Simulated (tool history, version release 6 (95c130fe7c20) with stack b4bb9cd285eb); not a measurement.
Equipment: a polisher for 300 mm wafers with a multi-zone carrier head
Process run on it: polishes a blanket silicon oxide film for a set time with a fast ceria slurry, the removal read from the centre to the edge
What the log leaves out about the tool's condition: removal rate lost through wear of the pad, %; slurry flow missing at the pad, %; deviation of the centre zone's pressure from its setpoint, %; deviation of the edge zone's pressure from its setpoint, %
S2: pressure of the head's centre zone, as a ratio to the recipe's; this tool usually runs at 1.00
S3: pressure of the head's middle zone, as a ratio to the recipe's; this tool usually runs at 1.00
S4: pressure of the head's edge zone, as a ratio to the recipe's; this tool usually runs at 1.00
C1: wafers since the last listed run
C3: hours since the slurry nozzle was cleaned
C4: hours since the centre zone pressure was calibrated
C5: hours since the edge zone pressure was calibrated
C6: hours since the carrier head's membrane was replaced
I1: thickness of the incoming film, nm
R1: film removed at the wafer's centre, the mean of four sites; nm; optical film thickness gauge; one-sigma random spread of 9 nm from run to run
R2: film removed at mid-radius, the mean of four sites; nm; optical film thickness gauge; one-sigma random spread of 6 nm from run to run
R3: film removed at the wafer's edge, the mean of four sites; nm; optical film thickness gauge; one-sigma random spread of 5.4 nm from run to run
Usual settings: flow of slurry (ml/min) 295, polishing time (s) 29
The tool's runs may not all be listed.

Run 1, hour 0.0: usual settings but S3 1.06; C1 0; wafers polished on this pad 7663; C3 169.5; C4 259.8; C5 118.3; C6 421.0; I1 1596.3. Result: R1 658.8 nm, R2 680.4 nm, R3 638.3 nm.
At hour 29.8: worn pad replaced by a new one.
Run 2, hour 38.5: usual settings but S3 1.06; C1 750; wafers polished on this pad 189; C3 208.0; C4 298.3; C5 156.8; C6 459.5; I1 1601.2. Result: R1 626.3 nm, R2 680.7 nm, R3 627.9 nm.
Run 3, hour 73.8: usual settings but flow of slurry (ml/min) 360, S2 0.93, S4 0.93; C1 767; wafers polished on this pad 957; C3 243.3; C4 333.6; C5 192.1; C6 494.8; I1 1614.2. Result: R1 617.5 nm, R2 652.9 nm, R3 623.9 nm.
Run 4, hour 118.1: usual settings; C1 963; wafers polished on this pad 1920; C3 287.6; C4 377.9; C5 236.4; C6 539.1; I1 1594.0. Result: R1 646.9 nm, R2 652.3 nm, R3 644.2 nm.
Run 5, hour 160.6: usual settings but flow of slurry (ml/min) 240, S4 1.09; C1 924; wafers polished on this pad 2844; C3 330.1; C4 420.4; C5 278.9; C6 581.6; I1 1615.3. Result: R1 631.8 nm, R2 640.4 nm, R3 637.4 nm.
At hour 201.9: carrier head's membrane replaced by a new one.
Run 6, hour 214.5: usual settings but flow of slurry (ml/min) 240, S3 1.04, S4 1.05, polishing time (s) 35; C1 1063; wafers polished on this pad 3907; C3 384.0; C4 474.3; C5 332.8; C6 12.6; I1 1605.1. Result: R1 737.1 nm, R2 791.3 nm, R3 757.0 nm.
Run 7, hour 238.9: usual settings; C1 530; wafers polished on this pad 4438; C3 408.4; C4 498.7; C5 357.2; C6 37.0; I1 1591.1. Result: R1 633.3 nm, R2 650.6 nm, R3 632.4 nm.
At hour 294.1: slurry nozzle cleaned.
Run 8, hour 303.3: usual settings but flow of slurry (ml/min) 330, S2 0.90, S3 1.05, S4 0.89; C1 1378; wafers polished on this pad 5817; C3 9.2; C4 563.1; C5 421.6; C6 101.4; I1 1633.8. Result: R1 586.3 nm, R2 683.1 nm, R3 615.2 nm.
Run 9, hour 359.5: usual settings but polishing time (s) 23; C1 1222; wafers polished on this pad 7039; C3 65.4; C4 619.3; C5 477.8; C6 157.6; I1 1619.6. Result: R1 497.9 nm, R2 512.8 nm, R3 503.0 nm.
At hour 365.9: worn pad replaced by a new one.
Run 10, hour 392.3: usual settings; C1 626; wafers polished on this pad 573; C3 98.2; C4 652.1; C5 510.6; C6 190.4; I1 1600.2. Result: R1 632.7 nm, R2 655.5 nm, R3 631.4 nm.
At hour 440.4: edge zone pressure recalibrated.
Run 11, hour 462.2: usual settings but polishing time (s) 22; C1 1476; wafers polished on this pad 2050; C3 168.1; C4 722.0; C5 21.8; C6 260.3; I1 1619.1. Result: R1 475.3 nm, R2 489.2 nm, R3 482.7 nm.
Run 12, hour 495.9: usual settings; C1 732; wafers polished on this pad 2782; C3 201.8; C4 755.7; C5 55.5; C6 294.0; I1 1588.9. Result: R1 602.0 nm, R2 640.9 nm, R3 627.3 nm.
Run 13, hour 552.9: usual settings but flow of slurry (ml/min) 340, S4 0.97, polishing time (s) 36; C1 1239; wafers polished on this pad 4022; C3 258.8; C4 812.7; C5 112.5; C6 351.0; I1 1600.3. Result: R1 775.5 nm, R2 819.4 nm, R3 776.9 nm.
Run 14, hour 617.4: usual settings but flow of slurry (ml/min) 345, S3 0.90, S4 1.08, polishing time (s) 32; C1 1402; wafers polished on this pad 5425; C3 323.3; C4 877.2; C5 177.0; C6 415.5; I1 1604.3. Result: R1 678.0 nm, R2 657.6 nm, R3 728.2 nm.
Run 15, hour 654.2: usual settings; C1 800; wafers polished on this pad 6225; C3 360.1; C4 914.0; C5 213.8; C6 452.3; I1 1585.6. Result: R1 608.5 nm, R2 642.9 nm, R3 639.9 nm.
At hour 710.9: slurry nozzle cleaned.
Run 16, hour 722.2: usual settings but S3 0.97; C1 1456; wafers polished on this pad 7682; C3 11.3; C4 982.0; C5 281.8; C6 520.3; I1 1627.1. Result: R1 592.3 nm, R2 634.4 nm, R3 646.7 nm.
At hour 731.9: worn pad replaced by a new one.
At hour 748.5: carrier head's membrane replaced by a new one.
Run 17, hour 769.1: usual settings; C1 824; wafers polished on this pad 701; C3 58.2; C4 1028.9; C5 328.7; C6 20.6; I1 1615.9. Result: R1 607.7 nm, R2 650.2 nm, R3 626.2 nm.
Run 18, hour 797.9: usual settings but flow of slurry (ml/min) 235; C1 626; wafers polished on this pad 1327; C3 87.0; C4 1057.7; C5 357.5; C6 49.4; I1 1600.1. Result: R1 590.1 nm, R2 650.2 nm, R3 615.4 nm.
Run 19, hour 825.7: usual settings but S3 1.10; C1 604; wafers polished on this pad 1931; C3 114.8; C4 1085.5; C5 385.3; C6 77.2; I1 1626.4. Result: R1 596.0 nm, R2 699.5 nm, R3 635.1 nm.
Run 20, hour 852.3: usual settings but S3 1.11; C1 578; wafers polished on this pad 2510; C3 141.4; C4 1112.1; C5 411.9; C6 103.8; I1 1585.2. Result: R1 613.6 nm, R2 727.7 nm, R3 629.4 nm.
Run 21, hour 918.4: usual settings but S4 0.93; C1 1437; wafers polished on this pad 3947; C3 207.5; C4 1178.2; C5 478.0; C6 169.9; I1 1620.7. Result: R1 589.3 nm, R2 640.3 nm, R3 617.2 nm.
Run 22, hour 982.8: usual settings but S3 1.10, S4 1.10; C1 1400; wafers polished on this pad 5348; C3 271.9; C4 1242.6; C5 542.4; C6 234.3; I1 1569.8. Result: R1 596.1 nm, R2 718.7 nm, R3 649.5 nm.

Below are 4 alternative next runs, each starting from the tool's condition after run 22. Predict each:
Run A, hour 983.2: usual settings; C1 8; wafers polished on this pad 5356; C3 272.3; C4 1243.0; C5 542.8; C6 234.7; I1 1578.4. Result: R1 ?, R2 ?, R3 ?.
Run B, hour 983.2: usual settings but S3 0.96; C1 8; wafers polished on this pad 5356; C3 272.3; C4 1243.0; C5 542.8; C6 234.7; I1 1578.4. Result: R1 ?, R2 ?, R3 ?.
Run C, hour 983.2: usual settings but flow of slurry (ml/min) 375, S3 1.07, S4 0.91, polishing time (s) 25; C1 8; wafers polished on this pad 5356; C3 272.3; C4 1243.0; C5 542.8; C6 234.7; I1 1578.4. Result: R1 ?, R2 ?, R3 ?.
Run D, hour 983.2: usual settings but flow of slurry (ml/min) 220, S2 1.09, S3 1.07, polishing time (s) 20; C1 8; wafers polished on this pad 5356; C3 272.3; C4 1243.0; C5 542.8; C6 234.7; I1 1578.4. Result: R1 ?, R2 ?, R3 ?.

run     R1     R2     R3
  A  590.3  651.1  621.7
  B  590.2  628.8  622.0
  C  520.2  606.6  530.7
  D  425.9  461.9  419.0
Had the tool no hidden state, the same runs would have come out as:
run     R1     R2     R3
  A  643.2  650.8  621.7
  B  643.0  628.5  622.0
  C  566.8  606.3  530.7
  D  463.8  461.7  419.0
